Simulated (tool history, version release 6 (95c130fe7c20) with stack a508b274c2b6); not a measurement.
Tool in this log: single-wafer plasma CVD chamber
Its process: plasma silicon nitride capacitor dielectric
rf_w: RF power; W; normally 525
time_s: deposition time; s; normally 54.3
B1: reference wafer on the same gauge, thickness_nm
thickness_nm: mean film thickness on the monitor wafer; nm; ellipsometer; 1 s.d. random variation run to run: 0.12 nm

Run 1, hour 0: usual settings but time_s 59.1 s; B1 84.84. Result: thickness_nm 89.605 nm.
Run 2, hour 16.5: usual settings but time_s 59.1 s; B1 84.788. Result: thickness_nm 89.39 nm.
Run 3, hour 23.6: usual settings; B1 84.809. Result: thickness_nm 82.149 nm.
Run 4, hour 30.3: usual settings; B1 84.794. Result: thickness_nm 82.084 nm.
Run 5, hour 65.9: usual settings; B1 84.754. Result: thickness_nm 82.125 nm.
Run 6, hour 83.9: usual settings; B1 84.731. Result: thickness_nm 82.066 nm.
Run 7, hour 97.7: usual settings; B1 84.715. Result: thickness_nm 82.267 nm.
At hour 102.5: gauge calibrated.
Run 8, hour 112.5: usual settings; B1 85.28. Result: thickness_nm 82.806 nm.
Run 9, hour 129.2: usual settings but rf_w 460 W; B1 85.18. Result: thickness_nm 80.152 nm.
Run 10, hour 146.3: usual settings; B1 85.04. Result: thickness_nm 82.223 nm.
Run 11, hour 157.3: usual settings; B1 84.952. Result: thickness_nm 82.402 nm.
Run 12, hour 165.9: usual settings; B1 84.915. Result: thickness_nm 82.305 nm.
Run 13, hour 182.7: usual settings; B1 84.882. Result: thickness_nm 82.206 nm.
Run 14, hour 197.1: usual settings; B1 84.832. Result: thickness_nm 82.098 nm.
Run 15, hour 204.1: usual settings but time_s 59.1 s; B1 84.803. Result: thickness_nm 89.786 nm.
Run 16, hour 219.7: usual settings but rf_w 555 W, time_s 61.5 s; B1 84.736. Result: thickness_nm 94.183 nm.
At hour 231.2: showerhead replaced.
At hour 234.8: RF generator calibrated.
Run 17, hour 235.3: usual settings but rf_w 615 W, time_s 47.5 s; B1 84.717. Result: thickness_nm 74.627 nm.
Run 18, hour 249.1: usual settings but rf_w 570 W; B1 84.739. Result: thickness_nm 83.637 nm.
Run 19, hour 256: usual settings but rf_w 585 W, time_s 62 s; B1 84.696. Result: thickness_nm 96.133 nm.
Run 20, hour 272.8: usual settings but rf_w 460 W, time_s 58.1 s; B1 84.658. Result: thickness_nm 85.463 nm.
Run 21, hour 289.9: usual settings but time_s 49.3 s; B1 84.669. Result: thickness_nm 74.575 nm.
Run 22, hour 304.2: usual settings but rf_w 440 W; B1 84.656. Result: thickness_nm 78.75 nm.
At hour 312.1: gauge calibrated.
Run 23, hour 320.7: usual settings but rf_w 450 W, time_s 44.7 s; B1 85.483. Result: thickness_nm 65.524 nm.
Run 24, hour 331.6: usual settings but rf_w 595 W; B1 85.367. Result: thickness_nm 85.374 nm.

Forecast each of these 3 alternatives for the next run:
Run A, hour 332: usual settings but time_s 57.6 s; B1 ?. Result: thickness_nm ?.
Run B, hour 332: usual settings but rf_w 480 W, time_s 58.9 s; B1 ?. Result: thickness_nm ?.
Run C, hour 332: usual settings but rf_w 440 W, time_s 45 s; B1 ?. Result: thickness_nm ?.

run      B1  thickness_nm
  A  85.354        87.739
  B  85.354        87.829
  C  85.354        65.754
Had the tool no hidden state, the same runs would have come out as:
run  thickness_nm
  A        87.791
  B         87.88
  C        65.792
